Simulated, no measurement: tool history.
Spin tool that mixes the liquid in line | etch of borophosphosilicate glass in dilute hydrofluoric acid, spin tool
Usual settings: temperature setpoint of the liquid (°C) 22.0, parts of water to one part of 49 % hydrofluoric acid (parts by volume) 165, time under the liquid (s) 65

run,day,temperature setpoint of the liquid (°C),parts of water to one part of 49 % hydrofluoric acid (parts by volume),time under the liquid (s),"read-back film thickness of the borophosphosilicate glass reference wafer, read on the same gauge (nm)",thickness taken off the borophosphosilicate glass on a monitor wafer (angstrom)
1,0.000,22.0,165,65,80.01,188.2
2,1.096,22.0,165,65,79.94,184.8
3,3.942,22.0,165,65,80.02,185.6
4,5.183,22.0,165,65,80.00,184.7
5,11.746,22.0,165,35,80.05,99.7
6,14.638,22.0,165,35,80.00,97.7
7,17.038,22.0,165,65,80.00,186.5
8,19.275,22.0,165,65,79.97,185.0
9,21.633,22.0,165,65,79.99,181.4
10,23.588,22.0,165,65,80.02,182.3
# day 25.679: thermometer replaced
# day 26.667: gauge calibrated
11,30.662,22.0,165,65,80.00,181.4
12,32.254,22.0,165,65,80.01,177.4
13,35.071,22.0,165,65,80.00,180.6
14,36.812,26.0,165,65,79.98,206.6
15,39.658,22.0,165,65,80.01,177.3
16,41.404,23.5,165,65,80.02,189.2
17,42.962,24.5,140,100,80.00,362.0
18,44.300,22.0,165,65,80.00,178.0
19,46.975,22.0,165,65,80.00,176.3
20,49.875,22.0,95,80,80.00,407.2
# day 52.492: thermometer replaced
21,52.825,26.5,110,65,79.98,338.0
22,54.650,24.5,220,85,80.00,174.7
23,56.375,25.5,95,85,80.01,493.7
# day 57.183: hydrofluoric acid flow meter replaced
24,59.192,22.0,165,65,79.99,193.7
25,62.183,22.0,100,85,80.01,454.9
26,64.012,22.0,165,35,79.97,105.1
27,65.608,17.5,120,105,79.98,380.0
28,68.350,18.0,115,40,80.00,153.2
29,71.192,26.0,165,45,80.02,154.1
30,72.921,23.5,90,65,80.03,410.4
31,75.808,22.0,165,65,80.02,189.3
32,77.775,20.5,135,65,80.00,229.3
# day 79.954: thermometer replaced
33,80.171,22.0,110,80,80.00,379.1

3 ways to go on from here, each from the tool as it stands after run 33. What would each give?
A,80.188,17.5,165,65,?,?
B,80.188,26.0,165,95,?,?
C,80.188,19.5,165,65,?,?

run,"read-back film thickness of the borophosphosilicate glass reference wafer, read on the same gauge (nm)",thickness taken off the borophosphosilicate glass on a monitor wafer (angstrom)
A,80.01,159.7
B,80.01,323.9
C,80.01,172.9
Without the tool's hidden state the same runs would have given:
run,thickness taken off the borophosphosilicate glass on a monitor wafer (angstrom)
A,168.4
B,342.1
C,182.5
